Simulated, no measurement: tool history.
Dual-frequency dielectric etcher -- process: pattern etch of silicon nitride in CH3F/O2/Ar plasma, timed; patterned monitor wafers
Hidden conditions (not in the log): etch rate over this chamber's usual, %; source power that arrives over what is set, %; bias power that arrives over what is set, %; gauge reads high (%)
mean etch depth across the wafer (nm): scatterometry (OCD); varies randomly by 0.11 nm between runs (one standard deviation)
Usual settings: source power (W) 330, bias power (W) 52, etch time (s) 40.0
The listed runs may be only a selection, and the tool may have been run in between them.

run     day  source power (W)  bias power (W)  etch time (s)  wafers since the last listed run  hours since the last wet clean  hours since the last source power generator calibration  hours since the last bias power generator calibration  hours since the last upper electrode change  hours since the gauge calibration  read-back reference wafer on the same gauge, depth_nm  mean etch depth across the wafer (nm)
  1   0.000               360              42           40.0                                 0                           201.4                                                   1658.7                                                 2525.8                                       2077.3                              178.5                                                  22.61                                  22.50
  2   0.375               360              42           40.0                                83                           210.4                                                   1667.7                                                 2534.8                                       2086.3                              187.5                                                  22.60                                  22.59
  3   0.725               330              52           40.0                                77                           218.8                                                   1676.1                                                 2543.2                                       2094.7                              195.9                                                  22.59                                  23.76
  4   1.817               330              52           40.0                               242                           245.0                                                   1702.3                                                 2569.4                                       2120.9                              222.1                                                  22.61                                  23.88
  5   2.079               330              52           40.0                                58                           251.3                                                   1708.6                                                 2575.7                                       2127.2                              228.4                                                  22.61                                  23.78
      2.458  -- gauge calibrated
  6   2.792               330              52           40.0                               158                           268.4                                                   1725.7                                                 2592.8                                       2144.3                                8.0                                                  22.61                                  23.83
  7   3.058               330              52           40.0                                59                           274.8                                                   1732.1                                                 2599.2                                       2150.7                               14.4                                                  22.60                                  23.77
  8   3.604               330              52           40.0                               121                           287.9                                                   1745.2                                                 2612.3                                       2163.8                               27.5                                                  22.57                                  23.79
      4.238  -- source power generator calibrated
      4.738  -- upper electrode replaced
  9   4.758               280              52           40.0                               108                           315.6                                                     12.5                                                 2640.0                                          0.5                               55.2                                                  22.59                                  22.52
 10   4.771               280              52           40.0                                 2                           315.9                                                     12.8                                                 2640.3                                          0.8                               55.5                                                  22.57                                  22.50
 11   4.788               280              52           40.0                                 3                           316.3                                                     13.2                                                 2640.7                                          1.2                               55.9                                                  22.59                                  22.41
 12   4.867               330              52           44.0                                17                           318.2                                                     15.1                                                 2642.6                                          3.1                               57.8                                                  22.60                                  26.10
 13   5.271               330              52           44.0                                89                           327.9                                                     24.8                                                 2652.3                                         12.8                               67.5                                                  22.58                                  26.17
      6.088  -- bias power generator calibrated
 14   6.108               330              52           44.0                               148                           348.0                                                     44.9                                                    0.5                                         32.9                               87.6                                                  22.59                                  25.92
 15   6.517               330              52           40.0                                90                           357.8                                                     54.7                                                   10.3                                         42.7                               97.4                                                  22.60                                  23.85
 16   7.129               330              52           29.5                               135                           372.5                                                     69.4                                                   25.0                                         57.4                              112.1                                                  22.57                                  17.42
 17   7.758               280              45           40.0                               139                           387.6                                                     84.5                                                   40.1                                         72.5                              127.2                                                  22.58                                  21.00
 18   8.358               330              52           40.0                               133                           402.0                                                     98.9                                                   54.5                                         86.9                              141.6                                                  22.59                                  23.63
      9.708  -- wet clean of the chamber
 19   9.729               350              52           43.5                                82                             0.5                                                    131.8                                                   87.4                                        119.8                              174.5                                                  22.61                                  25.13
 20   9.746               330              52           40.0                                 3                             0.9                                                    132.2                                                   87.8                                        120.2                              174.9                                                  22.61                                  22.59
 21  10.017               330              52           30.5                                60                             7.4                                                    138.7                                                   94.3                                        126.7                              181.4                                                  22.61                                  17.32
 22  10.458               380              56           34.5                                98                            18.0                                                    149.3                                                  104.9                                        137.3                              192.0                                                  22.59                                  20.92
 23  10.738               330              52           40.0                                61                            24.7                                                    156.0                                                  111.6                                        144.0                              198.7                                                  22.61                                  22.52
     11.096  -- gauge calibrated
 24  11.154               290              52           50.5                                92                            34.7                                                    166.0                                                  121.6                                        154.0                                1.4                                                  22.59                                  27.53
 25  11.788               330              52           40.0                               140                            49.9                                                    181.2                                                  136.8                                        169.2                               16.6                                                  22.60                                  22.48
     13.204  -- wet clean of the chamber, repeated, since the last time left the tool worse
 26  13.225               400              52           40.0                                97                             0.5                                                    215.7                                                  171.3                                        203.7                               51.1                                                  22.60                                  25.71

Run 27 comes next. What will it give?
 27  13.238               260              42           49.5                                 2                             0.8                                                    216.0                                                  171.6                                        204.0                               51.4                                                      ?                                      ?

read-back reference wafer on the same gauge, depth_nm: 22.60
mean etch depth across the wafer (nm): 25.38
On a tool with no hidden condition, and with the same random variation, this run would have come out at mean etch depth across the wafer (nm) 25.36.
